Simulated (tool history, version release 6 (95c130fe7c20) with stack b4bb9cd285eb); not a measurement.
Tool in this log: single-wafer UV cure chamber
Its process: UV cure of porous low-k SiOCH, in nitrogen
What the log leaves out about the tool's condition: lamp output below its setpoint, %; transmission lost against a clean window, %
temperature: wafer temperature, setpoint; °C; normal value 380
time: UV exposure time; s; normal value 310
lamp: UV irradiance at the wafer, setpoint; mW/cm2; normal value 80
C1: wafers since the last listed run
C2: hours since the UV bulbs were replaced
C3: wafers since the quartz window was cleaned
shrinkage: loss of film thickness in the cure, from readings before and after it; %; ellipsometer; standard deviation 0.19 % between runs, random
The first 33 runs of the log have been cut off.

Run 34, hour 565.5: usual settings but temperature 366 °C; C1 421; C2 145.5; C3 1898. Result: shrinkage 12.992 %.
Run 35, hour 572.0: usual settings but time 485 s, lamp 59 mW/cm2; C1 60; C2 152.0; C3 1959. Result: shrinkage 13.637 %.
Run 36, hour 587.4: usual settings but temperature 400 °C, time 195 s; C1 143; C2 167.4; C3 2102. Result: shrinkage 11.047 %.
Run 37, hour 599.2: usual settings but temperature 367 °C, time 260 s, lamp 66 mW/cm2; C1 110; C2 179.2; C3 2212. Result: shrinkage 10.860 %.
Run 38, hour 616.9: usual settings but temperature 374 °C, time 215 s, lamp 117 mW/cm2; C1 165; C2 196.9; C3 2378. Result: shrinkage 12.592 %.
Run 39, hour 630.4: usual settings but temperature 361 °C; C1 126; C2 210.4; C3 2504. Result: shrinkage 12.264 %.
At hour 647.8: quartz window cleaned.
Run 40, hour 648.3: usual settings but temperature 369 °C; C1 92; C2 228.3; C3 4. Result: shrinkage 12.794 %.
Run 41, hour 650.9: usual settings but temperature 367 °C, time 220 s, lamp 119 mW/cm2; C1 24; C2 230.9; C3 29. Result: shrinkage 12.882 %.
Run 42, hour 666.2: usual settings but temperature 362 °C, time 455 s, lamp 116 mW/cm2; C1 142; C2 246.2; C3 171. Result: shrinkage 16.081 %.
Run 43, hour 681.5: usual settings; C1 142; C2 261.5; C3 314. Result: shrinkage 12.692 %.
Run 44, hour 690.8: usual settings; C1 86; C2 270.8; C3 401. Result: shrinkage 12.768 %.
Run 45, hour 697.6: usual settings but temperature 398 °C, time 140 s; C1 63; C2 277.6; C3 464. Result: shrinkage 9.132 %.

4 ways to go on from here, each from the tool as it stands after run 45. What would each give?
Run A, hour 698.0: usual settings but time 440 s; C1 3; C2 278.0; C3 468. Result: shrinkage ?.
Run B, hour 698.0: usual settings but temperature 371 °C, time 445 s, lamp 44 mW/cm2; C1 3; C2 278.0; C3 468. Result: shrinkage ?.
Run C, hour 698.0: usual settings but temperature 363 °C, time 490 s, lamp 94 mW/cm2; C1 3; C2 278.0; C3 468. Result: shrinkage ?.
Run D, hour 698.0: usual settings but time 155 s; C1 3; C2 278.0; C3 468. Result: shrinkage ?.

run  shrinkage
  A     14.300
  B     11.201
  C     15.322
  D      9.231
What these runs would have given with no unlogged condition in the tool:
run  shrinkage
  A     15.321
  B     12.158
  C     16.357
  D     10.148
